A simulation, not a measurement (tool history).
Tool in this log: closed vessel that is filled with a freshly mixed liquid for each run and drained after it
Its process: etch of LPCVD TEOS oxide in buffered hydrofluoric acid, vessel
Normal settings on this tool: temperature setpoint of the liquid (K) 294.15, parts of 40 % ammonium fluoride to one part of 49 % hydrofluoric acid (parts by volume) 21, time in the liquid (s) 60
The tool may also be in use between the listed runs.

run,hour,temperature setpoint of the liquid (K),parts of 40 % ammonium fluoride to one part of 49 % hydrofluoric acid (parts by volume),time in the liquid (s),wafers since the last listed run,hours since the thermometer was replaced,hours since the hydrofluoric acid flow meter was replaced,hours since the gauge calibration,"read-back film thickness of the LPCVD TEOS oxide reference wafer, read on the same gauge (nm)",thickness taken off the LPCVD TEOS oxide on a monitor wafer (angstrom)
1,0,291.65,21,60,0,51.4,350.5,765.5,150.01,1187.8
2,49,291.65,21,60,3140,100.4,399.5,814.5,150.01,1178.7
3,96.5,294.15,21,60,3044,147.9,447,862,149.99,1345
# hour 130.5: hydrofluoric acid flow meter replaced
4,146.9,294.15,21,60,3166,198.3,16.4,912.4,149.99,1344.4
5,185.1,294.15,21,50,2448,236.5,54.6,950.6,150.01,1124.4
6,230.1,294.15,23,60,2884,281.5,99.6,995.6,149.99,1268.1
7,261.1,294.15,23,60,1987,312.5,130.6,1026.6,149.96,1256.2
8,310.6,294.15,23,60,3172,362,180.1,1076.1,150,1261.9
9,335.2,294.15,25.5,60,1576,386.6,204.7,1100.7,149.98,1192.9
10,374.6,294.15,25.5,60,2525,426,244.1,1140.1,149.98,1178
11,412.7,294.15,16,60,2442,464.1,282.2,1178.2,149.99,1720.1
12,456.1,291.15,21,60,2781,507.5,325.6,1221.6,149.99,1131.9
13,481.3,291.15,21,60,1615,532.7,350.8,1246.8,150,1126.3
# hour 505.7: gauge calibrated
14,511.4,294.15,24,60,1929,562.8,380.9,5.7,150.03,1225.9
15,539.1,294.15,16.5,60,1775,590.5,408.6,33.4,149.98,1663.5
16,569.4,294.15,16.5,60,1942,620.8,438.9,63.7,149.94,1677.3
# hour 597.9: hydrofluoric acid flow meter replaced
17,616.5,290.15,29.5,90,2954,667.9,18.6,110.8,150.06,1259.3
18,675.5,291.15,17,60,3781,726.9,77.6,169.8,149.94,1355.4
19,702.1,291.15,17,50,1704,753.5,104.2,196.4,149.99,1139
20,768.3,294.15,21,60,4243,819.7,170.4,262.6,149.99,1321.6
21,820.9,294.15,21,35,3371,872.3,223,315.2,149.99,765.9
22,874.7,294.15,21,50,3448,926.1,276.8,369,150.04,1086.2
23,926.3,294.15,18,70,3307,977.7,328.4,420.6,150.03,1765.6
24,989.3,290.15,18.5,60,4038,1040.7,391.4,483.6,150,1164.1
# hour 1035: thermometer replaced
25,1054.4,291.65,21,85,4108,19.4,456.5,548.7,150,1701.2
# hour 1071.4: hydrofluoric acid flow meter replaced
26,1094.4,297.15,15.5,90,2499,59.4,23,588.7,149.99,3217.8
27,1137.4,298.15,21,60,2756,102.4,66,631.7,150.01,1679.9
28,1192.9,298.15,21,35,3557,157.9,121.5,687.2,149.97,1000.7
29,1227.6,291.65,16,35,2224,192.6,156.2,721.9,149.93,884.2
30,1255.8,297.15,21,85,1807,220.8,184.4,750.1,149.99,2259.2
31,1322,294.15,21,60,4243,287,250.6,816.3,150,1357.2
32,1391.6,294.15,18.5,60,4461,356.6,320.2,885.9,150.05,1511.2
33,1448.1,297.65,21,60,3621,413.1,376.7,942.4,149.98,1634.1

Selected run-to-run steps in thickness taken off the LPCVD TEOS oxide on a monitor wafer (angstrom), each split into two signed amounts: the part the tool would show with no hidden state at all (from settings, incoming material and random variation), and the remainder, which goes to the hidden state together with any gauge scatter not common to the measured and the hidden-state-free results:
What the log doesn't record here: liquid colder than its thermometer reads (K); hydrofluoric acid flow below the setpoint (%); gauge reads high (%).
Run 22 -> 23: parts of 40 % ammonium fluoride to one part of 49 % hydrofluoric acid (parts by volume) 21 -> 18, time in the liquid (s) 50 -> 70. thickness taken off the LPCVD TEOS oxide on a monitor wafer (angstrom) +679.4: hidden state -37.7, all else +717.1.
Run 23 -> 24: temperature setpoint of the liquid (K) 294.15 -> 290.15, parts of 40 % ammonium fluoride to one part of 49 % hydrofluoric acid (parts by volume) 18 -> 18.5, time in the liquid (s) 70 -> 60. thickness taken off the LPCVD TEOS oxide on a monitor wafer (angstrom) -601.5: hidden state +25.9, all else -627.4.
Run 24 -> 25: temperature setpoint of the liquid (K) 290.15 -> 291.65, parts of 40 % ammonium fluoride to one part of 49 % hydrofluoric acid (parts by volume) 18.5 -> 21, time in the liquid (s) 60 -> 85, thermometer replaced. thickness taken off the LPCVD TEOS oxide on a monitor wafer (angstrom) +537.1: hidden state +62.4, all else +474.7.
Run 25 -> 26: temperature setpoint of the liquid (K) 291.65 -> 297.15, parts of 40 % ammonium fluoride to one part of 49 % hydrofluoric acid (parts by volume) 21 -> 15.5, time in the liquid (s) 85 -> 90, hydrofluoric acid flow meter replaced. thickness taken off the LPCVD TEOS oxide on a monitor wafer (angstrom) +1516.6: hidden state -9.4, all else +1526.
Run 26 -> 27: temperature setpoint of the liquid (K) 297.15 -> 298.15, parts of 40 % ammonium fluoride to one part of 49 % hydrofluoric acid (parts by volume) 15.5 -> 21, time in the liquid (s) 90 -> 60. thickness taken off the LPCVD TEOS oxide on a monitor wafer (angstrom) -1537.9: hidden state +2.2, all else -1540.1.
Run 29 -> 30: temperature setpoint of the liquid (K) 291.65 -> 297.15, parts of 40 % ammonium fluoride to one part of 49 % hydrofluoric acid (parts by volume) 16 -> 21, time in the liquid (s) 35 -> 85. thickness taken off the LPCVD TEOS oxide on a monitor wafer (angstrom) +1375: hidden state -17.2, all else +1392.2.
